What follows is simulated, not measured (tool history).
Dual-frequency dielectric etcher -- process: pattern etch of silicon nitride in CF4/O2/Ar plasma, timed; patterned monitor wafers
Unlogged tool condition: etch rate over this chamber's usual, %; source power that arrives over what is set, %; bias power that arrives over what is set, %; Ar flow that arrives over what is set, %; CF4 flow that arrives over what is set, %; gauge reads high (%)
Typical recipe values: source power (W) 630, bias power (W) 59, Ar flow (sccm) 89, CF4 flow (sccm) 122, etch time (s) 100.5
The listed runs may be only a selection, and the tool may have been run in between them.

run	day	source power (W)	bias power (W)	Ar flow (sccm)	CF4 flow (sccm)	etch time (s)	wafers since the last listed run	hours since the last wet clean	hours since the last source power generator calibration	hours since the last bias power generator calibration	hours since the last Ar flow controller change	hours since the last CF4 flow controller change	hours since the last upper electrode change	hours since the gauge calibration	read-back reference wafer on the same gauge, depth_nm	mean etch depth across the wafer (Å)
1	0.000	630	59	89	122	100.5	0	481.1	1798.3	3117.2	3365.4	1539.8	4003.3	177.8	208.0	2479
2	0.738	630	59	89	122	100.5	187	498.8	1816.0	3134.9	3383.1	1557.5	4021.0	195.5	208.0	2493
3	1.000	630	59	89	122	114.0	66	505.1	1822.3	3141.2	3389.4	1563.8	4027.3	201.8	207.8	2821
4	1.717	630	59	89	122	114.0	181	522.3	1839.5	3158.4	3406.6	1581.0	4044.5	219.0	207.9	2825
5	2.025	630	59	89	122	114.0	78	529.7	1846.9	3165.8	3414.0	1588.4	4051.9	226.4	208.0	2821
6	2.433	630	59	89	116	100.5	103	539.5	1856.7	3175.6	3423.8	1598.2	4061.7	236.2	208.0	2473
# day 2.858: CF4 flow controller replaced
# day 3.004: gauge calibrated
# day 3.025: source power generator calibrated
7	3.046	630	59	89	116	100.5	49	554.2	0.5	3190.3	3438.5	4.5	4076.4	1.0	208.0	2482
8	4.104	630	59	89	122	100.5	268	579.6	25.9	3215.7	3463.9	29.9	4101.8	26.4	207.9	2503
# day 5.058: bias power generator calibrated
# day 5.517: upper electrode replaced, of another model than before
9	5.538	630	59	73	122	100.5	205	614.0	60.3	11.5	3498.3	64.3	0.5	60.8	207.9	2570
10	5.550	630	59	89	122	100.5	3	614.3	60.6	11.8	3498.6	64.6	0.8	61.1	208.0	2508
# day 6.258: Ar flow controller replaced
# day 6.588: wet clean of the chamber
11	6.608	540	59	81	122	100.5	121	0.5	86.0	37.2	8.4	90.0	26.2	86.5	208.0	2256
12	6.621	700	54	89	122	100.5	3	0.8	86.3	37.5	8.7	90.3	26.5	86.8	208.0	2402
13	6.817	630	65	70	100	126.0	49	5.5	91.0	42.2	13.4	95.0	31.2	91.5	208.0	3154
14	7.367	480	49	89	147	100.5	139	18.7	104.2	55.4	26.6	108.2	44.4	104.7	208.0	1980
15	7.879	530	65	89	122	100.5	129	31.0	116.5	67.7	38.9	120.5	56.7	117.0	208.1	2331
16	8.154	630	59	89	122	100.5	69	37.6	123.1	74.3	45.5	127.1	63.3	123.6	207.9	2387
17	8.600	630	70	101	122	100.5	113	48.3	133.8	85.0	56.2	137.8	74.0	134.3	207.9	2567
18	9.208	630	59	89	122	100.5	154	62.9	148.4	99.6	70.8	152.4	88.6	148.9	207.9	2400

What was the tool's hidden state at every run in the log?
source power that arrives over what is set, %: 0 in every run
bias power that arrives over what is set, %: 0 in every run
Ar flow that arrives over what is set, %: 0 in every run
CF4 flow that arrives over what is set, %: 0 in every run
gauge reads high (%): 0 in every run
H1: etch rate over this chamber's usual, %
run	H1
1	4.2
2	4.35
3	4.41
4	4.56
5	4.62
6	4.71
7	4.84
8	5.06
9	5.37
10	5.37
11	0.143
12	0.146
13	0.187
14	0.303
15	0.412
16	0.47
17	0.564
18	0.693
